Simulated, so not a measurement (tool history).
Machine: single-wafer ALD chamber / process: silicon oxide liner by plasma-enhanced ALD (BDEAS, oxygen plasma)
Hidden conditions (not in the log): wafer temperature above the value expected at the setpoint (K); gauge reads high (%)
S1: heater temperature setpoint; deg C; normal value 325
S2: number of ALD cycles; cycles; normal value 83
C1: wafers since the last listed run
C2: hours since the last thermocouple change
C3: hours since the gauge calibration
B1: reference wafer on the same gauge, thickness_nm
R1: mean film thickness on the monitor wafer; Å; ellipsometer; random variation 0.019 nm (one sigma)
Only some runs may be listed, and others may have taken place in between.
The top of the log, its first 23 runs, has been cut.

{"run": 24, "hour": 1346.3, "S1": 325, "S2": 83, "C1": 369, "C2": 1934.3, "C3": 680.8, "B1": 8.742, "R1": 75.86}
{"run": 25, "hour": 1394.4, "S1": 311, "S2": 71, "C1": 291, "C2": 1982.4, "C3": 728.9, "B1": 8.733, "R1": 65.75}
{"run": 26, "hour": 1459.8, "S1": 330, "S2": 94, "C1": 395, "C2": 2047.8, "C3": 794.3, "B1": 8.744, "R1": 85.52}
{"run": 27, "hour": 1494.4, "S1": 311, "S2": 73, "C1": 209, "C2": 2082.4, "C3": 828.9, "B1": 8.733, "R1": 68.02}
{"run": 28, "hour": 1533.4, "S1": 325, "S2": 83, "C1": 236, "C2": 2121.4, "C3": 867.9, "B1": 8.752, "R1": 76.28}
{"run": 29, "hour": 1591.1, "S1": 325, "S2": 83, "C1": 349, "C2": 2179.1, "C3": 925.6, "B1": 8.754, "R1": 75.9}
{"run": 30, "hour": 1642.3, "S1": 340, "S2": 83, "C1": 310, "C2": 2230.3, "C3": 976.8, "B1": 8.748, "R1": 74.68}
{"run": 31, "hour": 1699.0, "S1": 325, "S2": 83, "C1": 343, "C2": 2287, "C3": 1033.5, "B1": 8.747, "R1": 76.02}
{"hour": 1717.6, "done": "gauge calibrated"}
{"run": 32, "hour": 1767.5, "S1": 325, "S2": 83, "C1": 414, "C2": 2355.5, "C3": 49.9, "B1": 8.672, "R1": 75.23}
{"run": 33, "hour": 1829.7, "S1": 335, "S2": 90, "C1": 376, "C2": 2417.7, "C3": 112.1, "B1": 8.683, "R1": 80.59}
{"hour": 1874.8, "done": "thermocouple changed; heater temperature recalibrated"}
{"run": 34, "hour": 1884.4, "S1": 336, "S2": 67, "C1": 282, "C2": 9.6, "C3": 166.8, "B1": 8.678, "R1": 59.97}
{"run": 35, "hour": 2099.2, "S1": 314, "S2": 73, "C1": 1300, "C2": 224.4, "C3": 381.6, "B1": 8.714, "R1": 67.55}
{"run": 36, "hour": 2159.7, "S1": 312, "S2": 95, "C1": 366, "C2": 284.9, "C3": 442.1, "B1": 8.708, "R1": 88.63}
{"run": 37, "hour": 2311.8, "S1": 325, "S2": 83, "C1": 920, "C2": 437, "C3": 594.2, "B1": 8.731, "R1": 75.81}
{"run": 38, "hour": 2379.4, "S1": 325, "S2": 83, "C1": 409, "C2": 504.6, "C3": 661.8, "B1": 8.733, "R1": 75.66}

Forecast each of these 5 alternatives for the next run:
{"run": "A", "hour": 2379.9, "S1": 325, "S2": 90, "C1": 3, "C2": 505.1, "C3": 662.3, "B1": "?", "R1": "?"}
{"run": "B", "hour": 2379.9, "S1": 330, "S2": 90, "C1": 3, "C2": 505.1, "C3": 662.3, "B1": "?", "R1": "?"}
{"run": "C", "hour": 2379.9, "S1": 339, "S2": 73, "C1": 3, "C2": 505.1, "C3": 662.3, "B1": "?", "R1": "?"}
{"run": "D", "hour": 2379.9, "S1": 313, "S2": 76, "C1": 3, "C2": 505.1, "C3": 662.3, "B1": "?", "R1": "?"}
{"run": "E", "hour": 2379.9, "S1": 325, "S2": 93, "C1": 3, "C2": 505.1, "C3": 662.3, "B1": "?", "R1": "?"}

run=A B1=8.736 R1=82.24
run=B B1=8.736 R1=81.72
run=C B1=8.736 R1=65.52
run=D B1=8.736 R1=70.51
run=E B1=8.736 R1=84.99
The same runs, with their run-to-run variation unchanged, on a tool lacking any hidden condition would have given:
run=A R1=81.55
run=B R1=81.03
run=C R1=64.96
run=D R1=69.92
run=E R1=84.27

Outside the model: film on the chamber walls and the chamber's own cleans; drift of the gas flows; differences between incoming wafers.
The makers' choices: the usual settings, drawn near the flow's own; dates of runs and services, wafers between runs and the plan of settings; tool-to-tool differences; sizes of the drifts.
